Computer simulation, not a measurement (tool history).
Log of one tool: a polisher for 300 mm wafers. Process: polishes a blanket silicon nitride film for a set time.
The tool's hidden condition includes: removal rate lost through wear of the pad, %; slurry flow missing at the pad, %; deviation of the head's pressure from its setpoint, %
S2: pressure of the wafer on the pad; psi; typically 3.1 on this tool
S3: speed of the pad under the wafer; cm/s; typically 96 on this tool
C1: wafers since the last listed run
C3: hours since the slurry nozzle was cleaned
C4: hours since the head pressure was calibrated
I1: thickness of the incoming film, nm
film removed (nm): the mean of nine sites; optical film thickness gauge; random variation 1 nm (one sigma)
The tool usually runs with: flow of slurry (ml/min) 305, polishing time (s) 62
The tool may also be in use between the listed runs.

{"run": 1, "hour": 0.0, "flow of slurry (ml/min)": 305, "S2": 3.1, "S3": 96, "polishing time (s)": 62, "C1": 0, "wafers polished on this pad": 1361, "C3": 159.9, "C4": 145.3, "I1": 458.1, "film removed (nm)": 105.0}
{"run": 2, "hour": 72.7, "flow of slurry (ml/min)": 305, "S2": 3.1, "S3": 96, "polishing time (s)": 62, "C1": 859, "wafers polished on this pad": 2221, "C3": 232.6, "C4": 218.0, "I1": 447.1, "film removed (nm)": 107.1}
{"run": 3, "hour": 146.7, "flow of slurry (ml/min)": 305, "S2": 3.1, "S3": 96, "polishing time (s)": 62, "C1": 874, "wafers polished on this pad": 3095, "C3": 306.6, "C4": 292.0, "I1": 452.5, "film removed (nm)": 106.4}
{"run": 4, "hour": 211.2, "flow of slurry (ml/min)": 305, "S2": 3.1, "S3": 82, "polishing time (s)": 62, "C1": 762, "wafers polished on this pad": 3858, "C3": 371.1, "C4": 356.5, "I1": 448.2, "film removed (nm)": 95.7}
{"run": 5, "hour": 260.0, "flow of slurry (ml/min)": 305, "S2": 3.1, "S3": 82, "polishing time (s)": 62, "C1": 576, "wafers polished on this pad": 4435, "C3": 419.9, "C4": 405.3, "I1": 445.8, "film removed (nm)": 95.6}
{"run": 6, "hour": 328.7, "flow of slurry (ml/min)": 305, "S2": 3.4, "S3": 96, "polishing time (s)": 62, "C1": 812, "wafers polished on this pad": 5247, "C3": 488.6, "C4": 474.0, "I1": 444.5, "film removed (nm)": 115.9}
{"hour": 374.4, "done": "slurry nozzle cleaned"}
{"run": 7, "hour": 374.9, "flow of slurry (ml/min)": 305, "S2": 3.1, "S3": 96, "polishing time (s)": 62, "C1": 534, "wafers polished on this pad": 5781, "C3": 0.5, "C4": 520.2, "I1": 449.4, "film removed (nm)": 106.1}
{"hour": 379.6, "done": "worn pad replaced by a new one"}
{"run": 8, "hour": 466.0, "flow of slurry (ml/min)": 305, "S2": 3.1, "S3": 96, "polishing time (s)": 62, "C1": 1029, "wafers polished on this pad": 1021, "C3": 91.6, "C4": 611.3, "I1": 451.3, "film removed (nm)": 105.5}
{"run": 9, "hour": 511.7, "flow of slurry (ml/min)": 265, "S2": 3.1, "S3": 96, "polishing time (s)": 62, "C1": 540, "wafers polished on this pad": 1561, "C3": 137.3, "C4": 657.0, "I1": 450.4, "film removed (nm)": 104.1}
{"run": 10, "hour": 602.3, "flow of slurry (ml/min)": 305, "S2": 3.1, "S3": 96, "polishing time (s)": 62, "C1": 1070, "wafers polished on this pad": 2632, "C3": 227.9, "C4": 747.6, "I1": 443.3, "film removed (nm)": 105.7}
{"run": 11, "hour": 695.0, "flow of slurry (ml/min)": 305, "S2": 2.4, "S3": 96, "polishing time (s)": 62, "C1": 1095, "wafers polished on this pad": 3728, "C3": 320.6, "C4": 840.3, "I1": 442.0, "film removed (nm)": 81.6}
{"run": 12, "hour": 748.1, "flow of slurry (ml/min)": 305, "S2": 2.4, "S3": 96, "polishing time (s)": 62, "C1": 627, "wafers polished on this pad": 4356, "C3": 373.7, "C4": 893.4, "I1": 452.8, "film removed (nm)": 83.4}
{"hour": 789.6, "done": "worn pad replaced by a new one"}
{"run": 13, "hour": 847.9, "flow of slurry (ml/min)": 305, "S2": 2.4, "S3": 96, "polishing time (s)": 62, "C1": 1132, "wafers polished on this pad": 689, "C3": 473.5, "C4": 993.2, "I1": 450.0, "film removed (nm)": 81.4}
{"hour": 895.6, "done": "head pressure recalibrated"}
{"run": 14, "hour": 899.0, "flow of slurry (ml/min)": 305, "S2": 3.1, "S3": 80, "polishing time (s)": 57, "C1": 580, "wafers polished on this pad": 1269, "C3": 524.6, "C4": 3.4, "I1": 454.6, "film removed (nm)": 84.7}
{"hour": 926.4, "done": "slurry nozzle cleaned"}
{"run": 15, "hour": 966.5, "flow of slurry (ml/min)": 305, "S2": 3.1, "S3": 80, "polishing time (s)": 57, "C1": 786, "wafers polished on this pad": 2055, "C3": 40.1, "C4": 70.9, "I1": 452.5, "film removed (nm)": 85.4}
{"run": 16, "hour": 1021.4, "flow of slurry (ml/min)": 305, "S2": 3.1, "S3": 80, "polishing time (s)": 57, "C1": 648, "wafers polished on this pad": 2704, "C3": 95.0, "C4": 125.8, "I1": 448.1, "film removed (nm)": 85.6}
{"run": 17, "hour": 1078.5, "flow of slurry (ml/min)": 305, "S2": 3.1, "S3": 96, "polishing time (s)": 62, "C1": 674, "wafers polished on this pad": 3379, "C3": 152.1, "C4": 182.9, "I1": 459.4, "film removed (nm)": 106.0}
{"run": 18, "hour": 1161.1, "flow of slurry (ml/min)": 305, "S2": 3.1, "S3": 96, "polishing time (s)": 62, "C1": 976, "wafers polished on this pad": 4356, "C3": 234.7, "C4": 265.5, "I1": 444.3, "film removed (nm)": 105.6}
{"run": 19, "hour": 1266.7, "flow of slurry (ml/min)": 200, "S2": 4.2, "S3": 96, "polishing time (s)": 62, "C1": 1248, "wafers polished on this pad": 5604, "C3": 340.3, "C4": 371.1, "I1": 454.7, "film removed (nm)": 139.4}
{"hour": 1298.5, "done": "worn pad replaced by a new one"}
{"run": 20, "hour": 1376.7, "flow of slurry (ml/min)": 210, "S2": 4.0, "S3": 96, "polishing time (s)": 62, "C1": 1253, "wafers polished on this pad": 924, "C3": 450.3, "C4": 481.1, "I1": 450.1, "film removed (nm)": 130.0}
{"run": 21, "hour": 1443.5, "flow of slurry (ml/min)": 340, "S2": 2.5, "S3": 96, "polishing time (s)": 62, "C1": 789, "wafers polished on this pad": 1714, "C3": 517.1, "C4": 547.9, "I1": 451.0, "film removed (nm)": 86.1}
{"run": 22, "hour": 1513.5, "flow of slurry (ml/min)": 390, "S2": 2.7, "S3": 96, "polishing time (s)": 62, "C1": 827, "wafers polished on this pad": 2542, "C3": 587.1, "C4": 617.9, "I1": 450.9, "film removed (nm)": 93.7}
{"hour": 1550.2, "done": "slurry nozzle cleaned"}
{"run": 23, "hour": 1587.6, "flow of slurry (ml/min)": 305, "S2": 3.1, "S3": 72, "polishing time (s)": 51, "C1": 864, "wafers polished on this pad": 3406, "C3": 37.4, "C4": 692.0, "I1": 448.6, "film removed (nm)": 72.8}
{"run": 24, "hour": 1625.2, "flow of slurry (ml/min)": 200, "S2": 3.7, "S3": 84, "polishing time (s)": 41, "C1": 444, "wafers polished on this pad": 3850, "C3": 75.0, "C4": 729.6, "I1": 450.8, "film removed (nm)": 75.3}
{"run": 25, "hour": 1669.4, "flow of slurry (ml/min)": 305, "S2": 3.1, "S3": 84, "polishing time (s)": 62, "C1": 522, "wafers polished on this pad": 4373, "C3": 119.2, "C4": 773.8, "I1": 450.3, "film removed (nm)": 98.0}
{"hour": 1680.9, "done": "worn pad replaced by a new one"}
{"run": 26, "hour": 1728.4, "flow of slurry (ml/min)": 305, "S2": 3.1, "S3": 96, "polishing time (s)": 62, "C1": 650, "wafers polished on this pad": 561, "C3": 178.2, "C4": 832.8, "I1": 454.8, "film removed (nm)": 106.6}
{"run": 27, "hour": 1786.5, "flow of slurry (ml/min)": 305, "S2": 3.1, "S3": 96, "polishing time (s)": 62, "C1": 686, "wafers polished on this pad": 1248, "C3": 236.3, "C4": 890.9, "I1": 447.7, "film removed (nm)": 106.4}
{"run": 28, "hour": 1842.1, "flow of slurry (ml/min)": 305, "S2": 3.1, "S3": 96, "polishing time (s)": 62, "C1": 657, "wafers polished on this pad": 1905, "C3": 291.9, "C4": 946.5, "I1": 450.6, "film removed (nm)": 105.4}
{"run": 29, "hour": 1908.6, "flow of slurry (ml/min)": 270, "S2": 2.7, "S3": 96, "polishing time (s)": 41, "C1": 786, "wafers polished on this pad": 2692, "C3": 358.4, "C4": 1013.0, "I1": 447.5, "film removed (nm)": 60.3}
{"hour": 1922.6, "done": "head pressure recalibrated"}
{"run": 30, "hour": 1964.9, "flow of slurry (ml/min)": 305, "S2": 3.1, "S3": 88, "polishing time (s)": 79, "C1": 641, "wafers polished on this pad": 3333, "C3": 414.7, "C4": 42.3, "I1": 447.7, "film removed (nm)": 127.5}
{"run": 31, "hour": 2004.6, "flow of slurry (ml/min)": 305, "S2": 3.1, "S3": 108, "polishing time (s)": 62, "C1": 469, "wafers polished on this pad": 3803, "C3": 454.4, "C4": 82.0, "I1": 450.1, "film removed (nm)": 113.1}
{"run": 32, "hour": 2076.3, "flow of slurry (ml/min)": 305, "S2": 2.8, "S3": 96, "polishing time (s)": 53, "C1": 847, "wafers polished on this pad": 4650, "C3": 526.1, "C4": 153.7, "I1": 455.5, "film removed (nm)": 81.7}
{"run": 33, "hour": 2112.6, "flow of slurry (ml/min)": 305, "S2": 3.1, "S3": 96, "polishing time (s)": 62, "C1": 429, "wafers polished on this pad": 5079, "C3": 562.4, "C4": 190.0, "I1": 453.5, "film removed (nm)": 106.7}
{"hour": 2145.5, "done": "worn pad replaced by a new one"}
{"run": 34, "hour": 2171.9, "flow of slurry (ml/min)": 305, "S2": 3.1, "S3": 120, "polishing time (s)": 62, "C1": 653, "wafers polished on this pad": 312, "C3": 621.7, "C4": 249.3, "I1": 451.0, "film removed (nm)": 123.3}
{"run": 35, "hour": 2239.5, "flow of slurry (ml/min)": 305, "S2": 3.1, "S3": 96, "polishing time (s)": 62, "C1": 799, "wafers polished on this pad": 1111, "C3": 689.3, "C4": 316.9, "I1": 444.8, "film removed (nm)": 104.7}

Forecast each of these 4 alternatives for the next run:
{"run": "A", "hour": 2239.9, "flow of slurry (ml/min)": 305, "S2": 3.1, "S3": 96, "polishing time (s)": 62, "C1": 4, "wafers polished on this pad": 1116, "C3": 689.7, "C4": 317.3, "I1": 444.7, "film removed (nm)": "?"}
{"run": "B", "hour": 2239.9, "flow of slurry (ml/min)": 305, "S2": 3.8, "S3": 96, "polishing time (s)": 62, "C1": 4, "wafers polished on this pad": 1116, "C3": 689.7, "C4": 317.3, "I1": 444.7, "film removed (nm)": "?"}
{"run": "C", "hour": 2239.9, "flow of slurry (ml/min)": 360, "S2": 4.1, "S3": 62, "polishing time (s)": 62, "C1": 4, "wafers polished on this pad": 1116, "C3": 689.7, "C4": 317.3, "I1": 444.7, "film removed (nm)": "?"}
{"run": "D", "hour": 2239.9, "flow of slurry (ml/min)": 255, "S2": 3.1, "S3": 96, "polishing time (s)": 68, "C1": 4, "wafers polished on this pad": 1116, "C3": 689.7, "C4": 317.3, "I1": 444.7, "film removed (nm)": "?"}

run=A film_removed_(nm)=105.4
run=B film_removed_(nm)=128.9
run=C film_removed_(nm)=106.6
run=D film_removed_(nm)=114.5
Take away the tool's hidden state, keep each run's random variation, and the runs would have read:
run=A film_removed_(nm)=105.4
run=B film_removed_(nm)=128.9
run=C film_removed_(nm)=106.6
run=D film_removed_(nm)=114.5
